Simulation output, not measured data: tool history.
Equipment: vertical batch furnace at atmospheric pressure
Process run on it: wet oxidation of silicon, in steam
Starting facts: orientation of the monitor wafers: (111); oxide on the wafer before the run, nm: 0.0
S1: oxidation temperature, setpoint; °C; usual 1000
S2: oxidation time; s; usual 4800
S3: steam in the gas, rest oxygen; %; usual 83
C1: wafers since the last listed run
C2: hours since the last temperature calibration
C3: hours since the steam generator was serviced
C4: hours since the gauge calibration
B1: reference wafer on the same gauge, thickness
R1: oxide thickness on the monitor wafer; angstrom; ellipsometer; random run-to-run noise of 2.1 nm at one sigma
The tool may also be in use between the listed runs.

run	hour	S1	S2	S3	C1	C2	C3	C4	B1	R1
1	0.0	1000	4800	83	0	2202.9	3020.7	884.5	400.61	4789.2
2	71.1	1000	4800	83	1166	2274.0	3091.8	955.6	400.96	4748.6
3	176.8	1000	4800	83	1734	2379.7	3197.5	1061.3	401.40	4749.2
4	218.5	1000	4800	83	684	2421.4	3239.2	1103.0	401.45	4760.6
5	263.0	1000	4800	83	730	2465.9	3283.7	1147.5	401.07	4734.7
6	323.1	1000	4800	83	985	2526.0	3343.8	1207.6	401.13	4739.9
7	398.0	1000	4800	83	1228	2600.9	3418.7	1282.5	400.70	4766.8
8	497.2	1000	4800	83	1627	2700.1	3517.9	1381.7	401.09	4746.9
9	540.9	983	4800	83	716	2743.8	3561.6	1425.4	400.73	4292.5
10	606.9	983	4800	83	1082	2809.8	3627.6	1491.4	401.36	4319.9
11	692.9	983	4800	83	1410	2895.8	3713.6	1577.4	400.72	4264.6
# hour 751.2: steam generator serviced
12	751.7	1000	4800	83	570	2954.6	0.5	1636.2	401.05	4981.2
13	842.3	1000	4800	83	1486	3045.2	91.1	1726.8	401.01	4943.8
14	885.7	986	4800	83	711	3088.6	134.5	1770.2	400.79	4584.3
15	992.6	986	3540	94	1753	3195.5	241.4	1877.1	401.03	4075.0
# hour 1061.0: thermocouples replaced and temperature profile calibrated
16	1061.5	991	2700	77	736	0.5	310.3	1946.0	401.13	3084.4
17	1097.9	1000	4800	83	597	36.9	346.7	1982.4	401.02	4932.1
18	1328.0	1000	3960	87	3774	267.0	576.8	2212.5	400.80	4494.9
19	1429.8	1000	6510	80	1670	368.8	678.6	2314.3	401.13	5811.5
# hour 1466.2: gauge calibrated
20	1506.0	1022	5460	83	1250	445.0	754.8	39.8	401.18	5941.5
21	1564.0	1000	2970	90	951	503.0	812.8	97.8	400.78	3849.6
22	1615.9	1000	4800	83	851	554.9	864.7	149.7	401.14	4930.9
23	1715.9	978	3330	92	1640	654.9	964.7	249.7	400.67	3619.1
24	1808.0	1000	3120	83	1510	747.0	1056.8	341.8	401.01	3751.9
25	1862.0	1022	3690	90	885	801.0	1110.8	395.8	400.69	4920.4
26	1931.2	1000	4800	83	1135	870.2	1180.0	465.0	401.02	4908.9
27	2034.0	976	4800	74	1686	973.0	1282.8	567.8	400.71	3939.1
28	2082.2	1000	4800	75	790	1021.2	1331.0	616.0	400.40	4599.8

Each row is a separate what-if for the run after 28, all from the same tool condition, not one after another. Results?
A	2086.8	1000	4800	83	75	1025.8	1335.6	620.6	?	?
B	2086.8	1000	6900	94	75	1025.8	1335.6	620.6	?	?
C	2086.8	1010	4800	83	75	1025.8	1335.6	620.6	?	?
D	2086.8	1000	3870	83	75	1025.8	1335.6	620.6	?	?
E	2086.8	1000	4800	92	75	1025.8	1335.6	620.6	?	?

run	B1	R1
A	401.46	4916.2
B	401.46	6577.0
C	401.46	5181.5
D	401.46	4306.6
E	401.46	5232.9
The same runs, with their run-to-run variation unchanged, on a tool lacking any hidden condition would have given:
run	R1
A	5034.4
B	6729.3
C	5303.7
D	4412.1
E	5357.6
